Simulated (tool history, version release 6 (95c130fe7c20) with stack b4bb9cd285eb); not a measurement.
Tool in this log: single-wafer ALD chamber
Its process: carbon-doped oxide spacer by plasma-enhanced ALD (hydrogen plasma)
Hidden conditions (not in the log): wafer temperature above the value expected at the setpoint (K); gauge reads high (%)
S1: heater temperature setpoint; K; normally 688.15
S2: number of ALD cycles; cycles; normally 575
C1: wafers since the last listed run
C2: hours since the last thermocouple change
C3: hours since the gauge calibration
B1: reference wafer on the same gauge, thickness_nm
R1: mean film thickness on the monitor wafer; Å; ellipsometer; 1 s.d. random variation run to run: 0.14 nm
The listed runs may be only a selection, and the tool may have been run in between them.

run 1 day=0 | S1=688.15 S2=575 | C1=0 C2=353.3 C3=296.8 | B1=31.307 | R1=265.51
run 2 day=1.379 | S1=688.15 S2=575 | C1=27 C2=386.4 C3=329.9 | B1=31.302 | R1=267.86
run 3 day=1.962 | S1=688.15 S2=575 | C1=11 C2=400.4 C3=343.9 | B1=31.37 | R1=268.4
run 4 day=3.346 | S1=696.15 S2=575 | C1=27 C2=433.6 C3=377.1 | B1=31.348 | R1=262.97
run 5 day=4.708 | S1=696.15 S2=575 | C1=27 C2=466.3 C3=409.8 | B1=31.366 | R1=263.2
run 6 day=5.538 | S1=696.15 S2=575 | C1=16 C2=486.2 C3=429.7 | B1=31.382 | R1=260.92
run 7 day=7.025 | S1=679.15 S2=575 | C1=29 C2=521.9 C3=465.4 | B1=31.39 | R1=276.13
run 8 day=8.167 | S1=679.15 S2=575 | C1=22 C2=549.3 C3=492.8 | B1=31.434 | R1=276.17
run 9 day=8.854 | S1=688.15 S2=612 | C1=13 C2=565.8 C3=509.3 | B1=31.425 | R1=286.5
run 10 day=9.979 | S1=688.15 S2=612 | C1=22 C2=592.8 C3=536.3 | B1=31.417 | R1=287.54
run 11 day=11.346 | S1=688.15 S2=575 | C1=27 C2=625.6 C3=569.1 | B1=31.416 | R1=268.9
run 12 day=11.904 | S1=699.15 S2=612 | C1=11 C2=639 C3=582.5 | B1=31.45 | R1=277.38
run 13 day=13.3 | S1=688.15 S2=575 | C1=27 C2=672.5 C3=616 | B1=31.473 | R1=267.9
run 14 day=14.588 | S1=676.15 S2=575 | C1=25 C2=703.4 C3=646.9 | B1=31.445 | R1=279.29
run 15 day=15.412 | S1=701.15 S2=541 | C1=16 C2=723.2 C3=666.7 | B1=31.448 | R1=244.38
run 16 day=16.054 | S1=683.15 S2=625 | C1=12 C2=738.6 C3=682.1 | B1=31.448 | R1=292.85
-- day=16.342 gauge calibrated
run 17 day=17.104 | S1=674.15 S2=575 | C1=20 C2=763.8 C3=18.3 | B1=30.897 | R1=273.99
run 18 day=18.342 | S1=688.15 S2=575 | C1=24 C2=793.5 C3=48 | B1=30.992 | R1=263.95
run 19 day=19.079 | S1=683.15 S2=500 | C1=14 C2=811.2 C3=65.7 | B1=31.038 | R1=234.09
-- day=19.875 thermocouple changed; heater temperature recalibrated
run 20 day=20.012 | S1=675.15 S2=486 | C1=11 C2=3.3 C3=88.1 | B1=31.097 | R1=234.57
run 21 day=21.5 | S1=696.15 S2=471 | C1=29 C2=39 C3=123.8 | B1=31.157 | R1=213.63
run 22 day=22.346 | S1=692.15 S2=538 | C1=16 C2=59.3 C3=144.1 | B1=31.217 | R1=246.97
run 23 day=23.288 | S1=696.15 S2=626 | C1=18 C2=81.9 C3=166.7 | B1=31.244 | R1=286.92
run 24 day=24.504 | S1=688.15 S2=682 | C1=24 C2=111.1 C3=195.9 | B1=31.275 | R1=316.26
run 25 day=25.429 | S1=688.15 S2=575 | C1=18 C2=133.3 C3=218.1 | B1=31.335 | R1=267.16
run 26 day=26.188 | S1=678.15 S2=544 | C1=15 C2=151.5 C3=236.3 | B1=31.384 | R1=262.98
run 27 day=27.554 | S1=677.15 S2=606 | C1=27 C2=184.3 C3=269.1 | B1=31.408 | R1=291.06

Measured less the same run without the tool's hidden state. The same run-to-run variation is in both; the gauge's scatter may not be:
run=1 R1=+4.28
run=2 R1=+4.54
run=3 R1=+4.64
run=4 R1=+4.72
run=5 R1=+4.88
run=6 R1=+4.91
run=7 R1=+5.35
run=8 R1=+5.44
run=9 R1=+5.69
run=10 R1=+5.79
run=11 R1=+5.5
run=12 R1=+5.7
run=13 R1=+5.58
run=14 R1=+5.87
run=15 R1=+5.16
run=16 R1=+6.21
run=17 R1=+1.19
run=18 R1=+1.81
run=19 R1=+1.92
run=20 R1=+2.29
run=21 R1=+2.56
run=22 R1=+3.24
run=23 R1=+4.07
run=24 R1=+4.91
run=25 R1=+4.38
run=26 R1=+4.49
run=27 R1=+5.27

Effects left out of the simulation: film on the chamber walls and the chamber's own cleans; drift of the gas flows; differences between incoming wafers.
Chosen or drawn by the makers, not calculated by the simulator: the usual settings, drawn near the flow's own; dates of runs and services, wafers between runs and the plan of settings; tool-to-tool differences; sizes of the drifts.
